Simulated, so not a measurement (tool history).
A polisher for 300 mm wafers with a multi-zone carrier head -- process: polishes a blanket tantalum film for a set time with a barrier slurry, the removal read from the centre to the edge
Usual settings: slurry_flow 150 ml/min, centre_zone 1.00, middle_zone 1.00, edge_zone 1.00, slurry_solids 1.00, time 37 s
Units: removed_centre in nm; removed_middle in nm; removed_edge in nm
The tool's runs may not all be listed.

run   hour  slurry_flow  centre_zone  middle_zone  edge_zone  slurry_solids  time  incoming thickness of the incoming film, nm  removed_centre  removed_middle  removed_edge
  1    0.0          150         1.00         0.93       1.00           1.00    37                                        241.0           108.3            93.0         102.2
  2   21.6          150         0.95         0.94       1.11           1.20    37                                        244.3           107.8           101.4         112.4
  3   46.9          150         1.00         1.00       0.89           1.00    32                                        242.2            94.3            86.7          84.0
  4   68.3          185         0.97         1.00       1.00           1.00    37                                        240.7           111.4           105.9         105.1
  5   87.5          150         1.04         1.00       1.00           1.00    37                                        238.6           111.8           100.0         101.5
  6  104.7          150         1.00         1.00       1.00           1.00    37                                        242.7           108.7            99.1         101.4
     133.1  -- worn pad replaced by a new one
  7  133.6          150         1.00         1.00       1.00           1.00    44                                        241.6           130.0           117.6         120.6
  8  154.5          150         1.00         1.00       1.00           1.00    37                                        242.9           109.8            98.1         102.0
  9  174.5          150         1.00         1.00       1.00           1.00    37                                        241.7           108.8            98.3         103.3
 10  195.4          150         1.11         1.00       1.00           0.85    37                                        239.8           112.8            95.2          95.1
 11  222.1          195         1.00         1.00       1.00           1.25    37                                        240.4           123.9           115.1         114.4
     225.5  -- centre zone pressure recalibrated
 12  236.0          150         1.00         1.00       1.00           1.00    37                                        237.3           101.3            99.2         101.9
     261.0  -- slurry nozzle cleaned
 13  262.4          150         1.00         1.00       1.00           1.00    37                                        237.9           102.7            99.9         102.5
 14  285.1          150         1.07         1.00       1.00           1.25    37                                        243.0           119.4           106.7         108.1
 15  316.5          150         1.00         1.00       1.00           1.00    37                                        236.8           103.1            97.9         101.3
     325.6  -- worn pad replaced by a new one
     380.0  -- carrier head's membrane replaced by a new one
 16  407.4          150         1.00         0.97       1.00           1.00    42                                        239.0           117.1           108.7         114.0
 17  442.8          120         1.00         1.00       1.05           1.10    37                                        240.0            95.2            89.5          97.7
 18  470.2          150         1.00         0.88       1.00           0.80    49                                        241.2           126.4           107.5         124.0
 19  492.1          150         0.91         1.00       1.00           0.75    37                                        239.4            87.0            90.2          90.5
 20  525.8          150         1.00         1.00       1.11           1.10    37                                        237.0           108.4           101.1         107.0
     540.3  -- worn pad replaced by a new one
 21  620.1          150         1.00         1.00       1.05           1.25    37                                        240.3           113.8           107.1         109.8

Consider 4 possible next runs. They are alternatives, not a sequence: every one starts from the tool as it was left by run 21. What does each give?
  A  620.5          150         1.00         1.00       1.00           1.00    50                                        241.2               ?               ?             ?
  B  620.5          150         1.00         1.00       1.00           1.25    30                                        241.2               ?               ?             ?
  C  620.5          150         1.09         1.00       1.00           0.70    42                                        241.2               ?               ?             ?
  D  620.5          150         1.00         1.00       1.05           1.00    44                                        241.2               ?               ?             ?

run  removed_centre  removed_middle  removed_edge
  A           142.3           134.3         139.2
  B            91.0            85.9          89.1
  C           113.9            98.5         102.2
  D           125.2           118.2         124.9
Take away the tool's hidden state, keep each run's random variation, and the runs would have read:
run  removed_centre  removed_middle  removed_edge
  A           135.6           134.3         139.2
  B            86.8            85.9          89.1
  C           108.6            98.6         102.2
  D           119.3           118.2         124.9
